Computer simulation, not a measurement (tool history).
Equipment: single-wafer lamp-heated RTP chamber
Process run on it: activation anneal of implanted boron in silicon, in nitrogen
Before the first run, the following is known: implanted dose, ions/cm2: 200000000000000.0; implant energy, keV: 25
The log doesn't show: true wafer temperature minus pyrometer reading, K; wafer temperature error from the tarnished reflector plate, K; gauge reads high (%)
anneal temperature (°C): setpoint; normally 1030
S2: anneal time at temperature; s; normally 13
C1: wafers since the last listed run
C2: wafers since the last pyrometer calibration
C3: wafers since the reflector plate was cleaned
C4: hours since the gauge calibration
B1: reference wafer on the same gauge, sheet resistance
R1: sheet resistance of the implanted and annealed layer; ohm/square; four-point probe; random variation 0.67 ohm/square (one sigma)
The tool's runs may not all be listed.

run 1 hour=0.0 | anneal_temperature_(°C)=1030 S2=8 | C1=0 C2=3615 C3=3201 C4=105.5 | B1=364.13 | R1=450.26
run 2 hour=23.3 | anneal_temperature_(°C)=1030 S2=8 | C1=222 C2=3837 C3=3423 C4=128.8 | B1=364.22 | R1=449.17
run 3 hour=38.7 | anneal_temperature_(°C)=1030 S2=13 | C1=147 C2=3984 C3=3570 C4=144.2 | B1=364.21 | R1=449.77
run 4 hour=54.7 | anneal_temperature_(°C)=1030 S2=13 | C1=152 C2=4137 C3=3723 C4=160.2 | B1=364.43 | R1=451.81
run 5 hour=65.1 | anneal_temperature_(°C)=1030 S2=13 | C1=99 C2=4236 C3=3822 C4=170.6 | B1=364.39 | R1=450.26
run 6 hour=80.0 | anneal_temperature_(°C)=1030 S2=13 | C1=142 C2=4378 C3=3965 C4=185.5 | B1=364.41 | R1=449.37
run 7 hour=97.5 | anneal_temperature_(°C)=1036 S2=13 | C1=167 C2=4545 C3=4132 C4=203.0 | B1=364.64 | R1=451.28
run 8 hour=110.2 | anneal_temperature_(°C)=1009 S2=13 | C1=121 C2=4666 C3=4253 C4=215.7 | B1=364.90 | R1=452.93
run 9 hour=119.1 | anneal_temperature_(°C)=1009 S2=13 | C1=84 C2=4751 C3=4338 C4=224.6 | B1=364.89 | R1=452.93
run 10 hour=134.5 | anneal_temperature_(°C)=1009 S2=13 | C1=147 C2=4898 C3=4485 C4=240.0 | B1=365.01 | R1=453.00
run 11 hour=142.4 | anneal_temperature_(°C)=1030 S2=13 | C1=75 C2=4974 C3=4560 C4=247.9 | B1=365.08 | R1=451.42
run 12 hour=157.4 | anneal_temperature_(°C)=1030 S2=13 | C1=143 C2=5117 C3=4703 C4=262.9 | B1=365.35 | R1=450.92
run 13 hour=169.6 | anneal_temperature_(°C)=1030 S2=13 | C1=116 C2=5233 C3=4820 C4=275.1 | B1=365.53 | R1=451.62
-- hour=194.5 reflector plate cleaned
run 14 hour=195.0 | anneal_temperature_(°C)=1021 S2=13 | C1=166 C2=5400 C3=5 C4=300.5 | B1=365.81 | R1=452.60
run 15 hour=201.1 | anneal_temperature_(°C)=1021 S2=13 | C1=58 C2=5458 C3=63 C4=306.6 | B1=365.75 | R1=452.98
run 16 hour=208.8 | anneal_temperature_(°C)=1040 S2=7 | C1=73 C2=5531 C3=136 C4=314.3 | B1=366.00 | R1=454.02
run 17 hour=216.3 | anneal_temperature_(°C)=1001 S2=13 | C1=71 C2=5603 C3=208 C4=321.8 | B1=366.25 | R1=456.51
run 18 hour=232.7 | anneal_temperature_(°C)=1038 S2=13 | C1=156 C2=5759 C3=365 C4=338.2 | B1=366.37 | R1=453.23
run 19 hour=246.3 | anneal_temperature_(°C)=1022 S2=18 | C1=129 C2=5889 C3=494 C4=351.8 | B1=366.61 | R1=453.40
run 20 hour=261.3 | anneal_temperature_(°C)=1030 S2=13 | C1=143 C2=6032 C3=638 C4=366.8 | B1=366.80 | R1=453.11
-- hour=277.5 pyrometer window cleaned and pyrometer calibrated
run 21 hour=278.0 | anneal_temperature_(°C)=1008 S2=10 | C1=83 C2=4 C3=721 C4=383.5 | B1=367.09 | R1=456.11
run 22 hour=282.1 | anneal_temperature_(°C)=1006 S2=9 | C1=39 C2=43 C3=760 C4=387.6 | B1=367.10 | R1=459.30
run 23 hour=297.1 | anneal_temperature_(°C)=1009 S2=16 | C1=143 C2=187 C3=903 C4=402.6 | B1=367.47 | R1=455.01
run 24 hour=307.9 | anneal_temperature_(°C)=1006 S2=9 | C1=103 C2=290 C3=1006 C4=413.4 | B1=367.64 | R1=458.20
run 25 hour=346.2 | anneal_temperature_(°C)=1022 S2=11 | C1=365 C2=655 C3=1372 C4=451.7 | B1=368.38 | R1=456.45
run 26 hour=359.9 | anneal_temperature_(°C)=1017 S2=20 | C1=130 C2=786 C3=1502 C4=465.4 | B1=368.63 | R1=455.99
run 27 hour=372.2 | anneal_temperature_(°C)=1051 S2=17 | C1=117 C2=904 C3=1620 C4=477.7 | B1=368.91 | R1=454.59
run 28 hour=392.7 | anneal_temperature_(°C)=1048 S2=10 | C1=195 C2=1099 C3=1815 C4=498.2 | B1=369.41 | R1=456.71
run 29 hour=402.8 | anneal_temperature_(°C)=1014 S2=8 | C1=96 C2=1196 C3=1912 C4=508.3 | B1=369.66 | R1=459.95
-- hour=402.8 gauge calibrated
run 30 hour=414.2 | anneal_temperature_(°C)=1030 S2=8 | C1=108 C2=1304 C3=2021 C4=11.4 | B1=363.89 | R1=449.95
run 31 hour=431.0 | anneal_temperature_(°C)=1030 S2=7 | C1=160 C2=1465 C3=2181 C4=28.2 | B1=363.90 | R1=450.86

What does the tool deliver on the next run?
run 32 hour=437.4 | anneal_temperature_(°C)=1049 S2=15 | C1=61 C2=1526 C3=2242 C4=34.6 | B1=? | R1=?

Run 32 came out at B1 363.81, R1 449.39 ohm/square.
Take away the tool's hidden state, keep the run-to-run variation as it was, and the same run would have given R1 449.56 ohm/square.
